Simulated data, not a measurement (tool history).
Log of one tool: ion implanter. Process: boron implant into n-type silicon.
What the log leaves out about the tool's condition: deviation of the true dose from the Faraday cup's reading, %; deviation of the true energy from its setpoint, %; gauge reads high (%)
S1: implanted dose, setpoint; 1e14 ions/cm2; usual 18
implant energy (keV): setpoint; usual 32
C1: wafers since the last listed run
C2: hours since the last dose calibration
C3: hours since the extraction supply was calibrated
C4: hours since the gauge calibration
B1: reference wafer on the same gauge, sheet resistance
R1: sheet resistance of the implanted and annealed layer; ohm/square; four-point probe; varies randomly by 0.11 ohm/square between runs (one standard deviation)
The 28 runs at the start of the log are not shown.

run 29 hour=1404.1 | S1=18 implant_energy_(keV)=39.5 | C1=549 C2=507.4 C3=891.6 C4=557.3 | B1=64.73 | R1=75.68
run 30 hour=1433.6 | S1=14.39 implant_energy_(keV)=36 | C1=424 C2=536.9 C3=921.1 C4=586.8 | B1=64.72 | R1=89.5
-- hour=1472.8 Faraday cup replaced and dose calibrated
run 31 hour=1475 | S1=18 implant_energy_(keV)=25 | C1=480 C2=2.2 C3=962.5 C4=628.2 | B1=64.71 | R1=79.04
run 32 hour=1500.1 | S1=19.61 implant_energy_(keV)=36.5 | C1=361 C2=27.3 C3=987.6 C4=653.3 | B1=64.7 | R1=71.14
run 33 hour=1529.6 | S1=15.52 implant_energy_(keV)=25.5 | C1=424 C2=56.8 C3=1017.1 C4=682.8 | B1=64.71 | R1=86.23
run 34 hour=1556.4 | S1=18 implant_energy_(keV)=32 | C1=385 C2=83.6 C3=1043.9 C4=709.6 | B1=64.72 | R1=76.22
run 35 hour=1628.3 | S1=22.87 implant_energy_(keV)=32 | C1=1035 C2=155.5 C3=1115.8 C4=781.5 | B1=64.67 | R1=65.91
run 36 hour=1660.1 | S1=16.12 implant_energy_(keV)=35.5 | C1=457 C2=187.3 C3=1147.6 C4=813.3 | B1=64.71 | R1=81.1
run 37 hour=1731.4 | S1=18 implant_energy_(keV)=32 | C1=1026 C2=258.6 C3=1218.9 C4=884.6 | B1=64.71 | R1=76.37

Below are 4 alternative next runs, each starting from the tool's condition after run 37. Predict each:
run A hour=1731.8 | S1=18 implant_energy_(keV)=32 | C1=5 C2=259 C3=1219.3 C4=885 | B1=? | R1=?
run B hour=1731.8 | S1=21.87 implant_energy_(keV)=41 | C1=5 C2=259 C3=1219.3 C4=885 | B1=? | R1=?
run C hour=1731.8 | S1=19.89 implant_energy_(keV)=39.5 | C1=5 C2=259 C3=1219.3 C4=885 | B1=? | R1=?
run D hour=1731.8 | S1=18 implant_energy_(keV)=23.5 | C1=5 C2=259 C3=1219.3 C4=885 | B1=? | R1=?

run=A B1=64.7 R1=76.27
run=B B1=64.7 R1=65.38
run=C B1=64.7 R1=69.86
run=D B1=64.7 R1=79.96
Without the tool's hidden state the same runs would have given:
run=A R1=76
run=B R1=65.14
run=C R1=69.6
run=D R1=79.71
